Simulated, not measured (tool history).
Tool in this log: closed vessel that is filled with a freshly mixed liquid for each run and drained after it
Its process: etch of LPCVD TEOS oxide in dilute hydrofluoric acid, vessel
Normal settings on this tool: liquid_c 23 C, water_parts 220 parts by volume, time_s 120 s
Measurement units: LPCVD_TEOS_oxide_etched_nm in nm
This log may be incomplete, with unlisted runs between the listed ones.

run   hour  liquid_c  water_parts  time_s  wafers since the last listed run  hours since the thermometer was replaced  hours since the hydrofluoric acid flow meter was replaced  hours since the gauge calibration  read-back film thickness of the LPCVD TEOS oxide reference wafer, read on the same gauge (nm)  LPCVD_TEOS_oxide_etched_nm
  1      0        23          275     120                                 0                                    2326.6                                                        837                              694.4                                                                                         100.01                        9.78
  2   79.4        23          220     120                              8392                                      2406                                                      916.4                              773.8                                                                                         100.01                       13.02
  3    161        23          220     120                              8624                                    2487.6                                                        998                              855.4                                                                                          99.96                       13.02
  4  202.3        23          220     120                              4365                                    2528.9                                                     1039.3                              896.7                                                                                            100                       12.98
  5  253.2        23          220     120                              5379                                    2579.8                                                     1090.2                              947.6                                                                                          99.99                       12.99
     305.8  -- hydrofluoric acid flow meter replaced
  6  318.7        23          220     120                              6817                                    2645.3                                                       12.9                             1013.1                                                                                          99.99                       13.32
     335.6  -- gauge calibrated
  7  363.7        23          220     120                              4756                                    2690.3                                                       57.9                               28.1                                                                                         100.03                       13.33
  8  408.2        25          310     180                              4703                                    2734.8                                                      102.4                               72.6                                                                                            100                       13.94
     489.6  -- thermometer replaced
  9  509.7        21          150     100                             10622                                      20.1                                                      203.9                              174.1                                                                                          99.98                        16.3
     535.4  -- hydrofluoric acid flow meter replaced, repeated, since the last time left the tool worse
 10  557.4        23          330     120                              4936                                      67.8                                                         22                              221.8                                                                                          99.99                        7.55
 11  656.5        23          220      75                             10474                                     166.9                                                      121.1                              320.9                                                                                          99.99                        7.93
 12  731.1      21.5          300      85                              7884                                     241.5                                                      195.7                              395.5                                                                                            100                        5.78
 13    828        23          220      90                             10241                                     338.4                                                      292.6                              492.4                                                                                         100.01                        9.56
 14  895.1      27.5          305     190                              7092                                     405.5                                                      359.7                              559.5                                                                                          99.98                       15.56
 15  998.2        23          220     120                             10897                                     508.6                                                      462.8                              662.6                                                                                          99.99                       12.81

Across each entry between runs, compare the hidden state at the last listed run before it with the hidden state at the first listed run after it:
Runs 5 to 6: hydrofluoric acid flow meter replaced (hour 305.8)
  hydrofluoric acid flow above the setpoint (%): 3.11 -> 5.04
  measured minus no-state result, LPCVD_TEOS_oxide_etched_nm: +0.48 -> +0.78 nm
Runs 6 to 7: gauge calibrated (hour 335.6)
  hydrofluoric acid flow above the setpoint (%): 5.04 -> 5.16
  measured minus no-state result, LPCVD_TEOS_oxide_etched_nm: +0.78 -> +0.8 nm
Runs 8 to 9: thermometer replaced (hour 489.6)
  hydrofluoric acid flow above the setpoint (%): 5.29 -> 5.57
  measured minus no-state result, LPCVD_TEOS_oxide_etched_nm: +0.9 -> +0.99 nm
Runs 9 to 10: hydrofluoric acid flow meter replaced, repeated, since the last time left the tool worse (hour 535.4)
  hydrofluoric acid flow above the setpoint (%): 5.57 -> 0.36
  measured minus no-state result, LPCVD_TEOS_oxide_etched_nm: +0.99 -> +0.04 nm
